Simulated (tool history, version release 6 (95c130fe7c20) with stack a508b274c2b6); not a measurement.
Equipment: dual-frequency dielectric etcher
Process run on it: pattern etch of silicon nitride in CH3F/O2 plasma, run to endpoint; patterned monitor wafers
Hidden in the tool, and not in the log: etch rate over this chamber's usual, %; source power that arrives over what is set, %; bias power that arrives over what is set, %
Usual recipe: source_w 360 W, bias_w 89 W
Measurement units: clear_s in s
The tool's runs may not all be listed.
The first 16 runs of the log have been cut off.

run	hour	source_w	bias_w	wafers since the last listed run	hours since the last wet clean	hours since the last source power generator calibration	hours since the last bias power generator calibration	hours since the last upper electrode change	incoming incoming film thickness, nm	clear_s
# hour 678.8: upper electrode replaced
17	695.1	360	80	171	275.6	2730.6	4603.7	16.3	83.9	87.0
18	771.2	390	75	512	351.7	2806.7	4679.8	92.4	84.0	84.6
19	822.5	360	81	345	403.0	2858.0	4731.1	143.7	84.3	85.3
# hour 889.3: wet clean of the chamber
20	889.8	440	70	291	0.5	2925.3	4798.4	211.0	84.5	87.1
21	898.8	410	82	60	9.5	2934.3	4807.4	220.0	83.1	83.9
# hour 924.4: source power generator calibrated
22	956.6	360	71	362	67.3	32.2	4865.2	277.8	83.9	92.7
23	982.8	300	78	176	93.5	58.4	4891.4	304.0	84.0	95.6
# hour 992.5: bias power generator calibrated
24	1041.5	310	69	368	152.2	117.1	49.0	362.7	83.8	96.7
25	1080.1	270	89	260	190.8	155.7	87.6	401.3	83.2	93.3
26	1105.2	280	89	169	215.9	180.8	112.7	426.4	84.7	91.1
27	1143.3	310	105	256	254.0	218.9	150.8	464.5	83.7	84.4
28	1169.1	410	83	173	279.8	244.7	176.6	490.3	83.8	82.0
29	1212.6	400	89	293	323.3	288.2	220.1	533.8	84.7	81.5
30	1284.0	360	74	481	394.7	359.6	291.5	605.2	83.4	87.3

Below are 5 alternative next runs, each starting from the tool's condition after run 30. Predict each:
A	1284.5	410	89	3	395.2	360.1	292.0	605.7	83.7	?
B	1284.5	300	105	3	395.2	360.1	292.0	605.7	83.7	?
C	1284.5	410	109	3	395.2	360.1	292.0	605.7	83.7	?
D	1284.5	360	98	3	395.2	360.1	292.0	605.7	83.7	?
E	1284.5	330	68	3	395.2	360.1	292.0	605.7	83.7	?

run	clear_s
A	79.2
B	83.3
C	73.8
D	80.2
E	93.4
What these runs would have given with no unlogged condition in the tool:
run	clear_s
A	81.9
B	86.2
C	76.4
D	83.0
E	96.6
